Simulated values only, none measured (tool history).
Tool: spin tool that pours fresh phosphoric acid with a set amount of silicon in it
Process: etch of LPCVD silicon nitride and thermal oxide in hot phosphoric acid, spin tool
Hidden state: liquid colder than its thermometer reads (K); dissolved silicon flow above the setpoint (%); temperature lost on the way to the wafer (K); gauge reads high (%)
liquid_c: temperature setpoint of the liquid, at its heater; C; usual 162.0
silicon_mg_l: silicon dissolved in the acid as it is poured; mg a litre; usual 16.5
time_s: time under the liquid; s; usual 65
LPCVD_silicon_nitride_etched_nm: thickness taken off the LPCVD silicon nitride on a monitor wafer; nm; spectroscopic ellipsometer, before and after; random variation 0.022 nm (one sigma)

run	day	liquid_c	silicon_mg_l	time_s	wafers since the last listed run	hours since the thermometer was replaced	hours since the dissolved silicon flow meter was replaced	hours since the heated supply line was repaired	hours since the gauge calibration	read-back film thickness of the LPCVD silicon nitride reference wafer, read on the same gauge (nm)	LPCVD_silicon_nitride_etched_nm
1	0.000	161.0	16.5	65	0	1504.8	1945.6	2356.0	189.4	50.04	4.94
# day 0.217: gauge calibrated
2	0.612	163.5	16.5	65	190	1519.5	1960.3	2370.7	9.5	50.00	5.40
3	2.817	163.5	16.5	65	684	1572.4	2013.2	2423.6	62.4	49.99	5.33
4	3.296	163.5	16.5	65	148	1583.9	2024.7	2435.1	73.9	50.01	5.34
# day 3.804: heated supply line repaired
5	3.883	162.0	16.5	65	169	1598.0	2038.8	1.9	88.0	50.01	5.71
6	4.233	162.0	26.5	65	108	1606.4	2047.2	10.3	96.4	50.00	5.72
7	4.521	162.0	26.5	65	89	1613.3	2054.1	17.2	103.3	49.99	5.71
8	5.158	162.0	26.5	65	197	1628.6	2069.4	32.5	118.6	50.00	5.74
9	5.833	162.0	16.5	65	209	1644.8	2085.6	48.7	134.8	49.99	5.71
10	6.229	162.0	16.5	65	122	1654.3	2095.1	58.2	144.3	49.98	5.69
# day 6.600: dissolved silicon flow meter replaced
11	6.612	160.0	28.0	90	106	1663.5	0.3	67.4	153.5	50.00	7.36
# day 6.892: thermometer replaced
12	7.358	162.0	16.5	65	218	11.2	18.2	85.3	171.4	49.96	6.20

Forecast run 13:
13	7.933	160.5	20.0	50	178	25.0	32.0	99.1	185.2	?	?

{"run 13": {"read-back film thickness of the LPCVD silicon nitride reference wafer, read on the same gauge (nm)": 50.0, "LPCVD_silicon_nitride_etched_nm": 4.53}}
Without the tool's hidden state the same run would have given LPCVD_silicon_nitride_etched_nm 4.62 nm.
